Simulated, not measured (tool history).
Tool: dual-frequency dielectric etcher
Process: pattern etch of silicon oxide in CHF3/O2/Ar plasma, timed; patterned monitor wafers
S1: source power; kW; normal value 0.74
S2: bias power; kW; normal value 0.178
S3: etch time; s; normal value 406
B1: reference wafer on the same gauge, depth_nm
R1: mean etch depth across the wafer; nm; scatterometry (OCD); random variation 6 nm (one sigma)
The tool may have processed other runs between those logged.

Run 1, hour 0: usual settings but S1 0.62 kW; B1 1044.5. Result: R1 809.5 nm.
Run 2, hour 18.1: usual settings; B1 1044.1. Result: R1 861.1 nm.
Run 3, hour 34.3: usual settings; B1 1045.4. Result: R1 866 nm.
Run 4, hour 65.7: usual settings; B1 1045.9. Result: R1 855.1 nm.
Run 5, hour 100.3: usual settings; B1 1044.2. Result: R1 853 nm.
Run 6, hour 128.2: usual settings; B1 1044.4. Result: R1 847.5 nm.
Run 7, hour 140.9: usual settings; B1 1044.9. Result: R1 855.7 nm.
At hour 173: wet clean of the chamber.
Run 8, hour 174.1: usual settings; B1 1044.6. Result: R1 909.3 nm.
Run 9, hour 209.3: usual settings but S2 0.152 kW; B1 1042.2. Result: R1 844.3 nm.
Run 10, hour 224.2: usual settings but S2 0.152 kW; B1 1044.9. Result: R1 848 nm.
Run 11, hour 239.6: usual settings but S2 0.188 kW; B1 1045.8. Result: R1 910.1 nm.
Run 12, hour 252.3: usual settings but S1 0.66 kW; B1 1045.1. Result: R1 856.6 nm.
Run 13, hour 285.1: usual settings but S3 489.5 s; B1 1045.6. Result: R1 1079.7 nm.
At hour 303.8: bias power generator calibrated.
Run 14, hour 383.1: usual settings but S3 489.5 s; B1 1044.3. Result: R1 1065.6 nm.
Run 15, hour 405.3: usual settings but S1 0.87 kW, S2 0.204 kW, S3 469 s; B1 1045.5. Result: R1 1133.8 nm.
Run 16, hour 437.1: usual settings but S2 0.151 kW; B1 1045.3. Result: R1 838.3 nm.

Run 17 is up next; what results do you expect?
At hour 472.6: source power generator calibrated.
At hour 473.9: upper electrode replaced.
Run 17, hour 474.4: usual settings; B1 ?. Result: R1 ?.

B1: 1044.5
R1: 880 nm
Had the tool carried no hidden state, the very same run would have given R1 912.2 nm.

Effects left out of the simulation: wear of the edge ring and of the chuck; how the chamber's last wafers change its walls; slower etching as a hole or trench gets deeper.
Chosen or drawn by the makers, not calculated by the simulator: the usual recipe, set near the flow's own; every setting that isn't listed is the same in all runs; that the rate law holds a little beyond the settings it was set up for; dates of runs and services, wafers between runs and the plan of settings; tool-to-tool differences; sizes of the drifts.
